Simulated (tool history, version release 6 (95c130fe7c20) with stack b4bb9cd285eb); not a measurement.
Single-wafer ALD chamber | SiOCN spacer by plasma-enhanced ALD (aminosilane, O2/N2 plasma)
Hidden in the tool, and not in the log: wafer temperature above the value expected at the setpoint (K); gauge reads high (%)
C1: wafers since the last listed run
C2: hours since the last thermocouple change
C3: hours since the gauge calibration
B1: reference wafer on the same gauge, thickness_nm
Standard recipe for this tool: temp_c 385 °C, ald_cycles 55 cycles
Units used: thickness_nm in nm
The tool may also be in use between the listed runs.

{"run": 1, "hour": 0.0, "temp_c": 385, "ald_cycles": 55, "C1": 0, "C2": 1047.9, "C3": 212.6, "B1": 3.279, "thickness_nm": 3.372}
{"run": 2, "hour": 36.3, "temp_c": 385, "ald_cycles": 55, "C1": 136, "C2": 1084.2, "C3": 248.9, "B1": 3.274, "thickness_nm": 3.374}
{"run": 3, "hour": 44.1, "temp_c": 385, "ald_cycles": 55, "C1": 29, "C2": 1092, "C3": 256.7, "B1": 3.268, "thickness_nm": 3.356}
{"run": 4, "hour": 61.1, "temp_c": 385, "ald_cycles": 60, "C1": 63, "C2": 1109, "C3": 273.7, "B1": 3.275, "thickness_nm": 3.65}
{"run": 5, "hour": 73.3, "temp_c": 385, "ald_cycles": 60, "C1": 45, "C2": 1121.2, "C3": 285.9, "B1": 3.267, "thickness_nm": 3.675}
{"run": 6, "hour": 88.5, "temp_c": 385, "ald_cycles": 60, "C1": 57, "C2": 1136.4, "C3": 301.1, "B1": 3.267, "thickness_nm": 3.657}
{"run": 7, "hour": 96.8, "temp_c": 385, "ald_cycles": 55, "C1": 31, "C2": 1144.7, "C3": 309.4, "B1": 3.272, "thickness_nm": 3.352}
{"run": 8, "hour": 111.6, "temp_c": 385, "ald_cycles": 55, "C1": 55, "C2": 1159.5, "C3": 324.2, "B1": 3.262, "thickness_nm": 3.353}
{"run": 9, "hour": 128.2, "temp_c": 381, "ald_cycles": 55, "C1": 62, "C2": 1176.1, "C3": 340.8, "B1": 3.265, "thickness_nm": 3.356}
{"hour": 129.8, "done": "gauge calibrated"}
{"run": 10, "hour": 135.3, "temp_c": 381, "ald_cycles": 55, "C1": 26, "C2": 1183.2, "C3": 5.5, "B1": 3.307, "thickness_nm": 3.402}
{"run": 11, "hour": 141.7, "temp_c": 379, "ald_cycles": 49, "C1": 24, "C2": 1189.6, "C3": 11.9, "B1": 3.302, "thickness_nm": 3.017}
{"run": 12, "hour": 152.7, "temp_c": 379, "ald_cycles": 49, "C1": 41, "C2": 1200.6, "C3": 22.9, "B1": 3.301, "thickness_nm": 3.031}
{"hour": 168.8, "done": "thermocouple changed; heater temperature recalibrated"}
{"run": 13, "hour": 169.1, "temp_c": 379, "ald_cycles": 49, "C1": 31, "C2": 0.3, "C3": 39.3, "B1": 3.299, "thickness_nm": 3.024}
{"run": 14, "hour": 176.5, "temp_c": 392, "ald_cycles": 65, "C1": 27, "C2": 7.7, "C3": 46.7, "B1": 3.3, "thickness_nm": 4.012}
{"run": 15, "hour": 183.5, "temp_c": 377, "ald_cycles": 55, "C1": 26, "C2": 14.7, "C3": 53.7, "B1": 3.301, "thickness_nm": 3.398}
{"run": 16, "hour": 191.0, "temp_c": 385, "ald_cycles": 55, "C1": 28, "C2": 22.2, "C3": 61.2, "B1": 3.298, "thickness_nm": 3.399}
{"run": 17, "hour": 205.7, "temp_c": 372, "ald_cycles": 55, "C1": 55, "C2": 36.9, "C3": 75.9, "B1": 3.298, "thickness_nm": 3.372}
{"run": 18, "hour": 218.8, "temp_c": 385, "ald_cycles": 55, "C1": 49, "C2": 50, "C3": 89, "B1": 3.294, "thickness_nm": 3.364}
{"run": 19, "hour": 233.0, "temp_c": 385, "ald_cycles": 55, "C1": 53, "C2": 64.2, "C3": 103.2, "B1": 3.289, "thickness_nm": 3.371}
{"run": 20, "hour": 245.5, "temp_c": 393, "ald_cycles": 44, "C1": 47, "C2": 76.7, "C3": 115.7, "B1": 3.293, "thickness_nm": 2.7}
{"run": 21, "hour": 257.9, "temp_c": 385, "ald_cycles": 55, "C1": 46, "C2": 89.1, "C3": 128.1, "B1": 3.287, "thickness_nm": 3.372}
{"run": 22, "hour": 265.3, "temp_c": 374, "ald_cycles": 55, "C1": 27, "C2": 96.5, "C3": 135.5, "B1": 3.286, "thickness_nm": 3.373}
{"run": 23, "hour": 273.0, "temp_c": 373, "ald_cycles": 50, "C1": 28, "C2": 104.2, "C3": 143.2, "B1": 3.286, "thickness_nm": 3.054}
{"run": 24, "hour": 286.8, "temp_c": 385, "ald_cycles": 46, "C1": 51, "C2": 118, "C3": 157, "B1": 3.287, "thickness_nm": 2.825}
{"run": 25, "hour": 296.0, "temp_c": 376, "ald_cycles": 59, "C1": 34, "C2": 127.2, "C3": 166.2, "B1": 3.283, "thickness_nm": 3.619}

Consider 3 possible next runs. They are alternatives, not a sequence: every one starts from the tool as it was left by run 25. What does each give?
{"run": "A", "hour": 296.5, "temp_c": 385, "ald_cycles": 55, "C1": 1, "C2": 127.7, "C3": 166.7, "B1": "?", "thickness_nm": "?"}
{"run": "B", "hour": 296.5, "temp_c": 370, "ald_cycles": 61, "C1": 1, "C2": 127.7, "C3": 166.7, "B1": "?", "thickness_nm": "?"}
{"run": "C", "hour": 296.5, "temp_c": 379, "ald_cycles": 50, "C1": 1, "C2": 127.7, "C3": 166.7, "B1": "?", "thickness_nm": "?"}

run=A B1=3.284 thickness_nm=3.388
run=B B1=3.284 thickness_nm=3.757
run=C B1=3.284 thickness_nm=3.08
The same runs, with their run-to-run variation unchanged, on a tool lacking any hidden condition would have given:
run=A thickness_nm=3.415
run=B thickness_nm=3.787
run=C thickness_nm=3.104
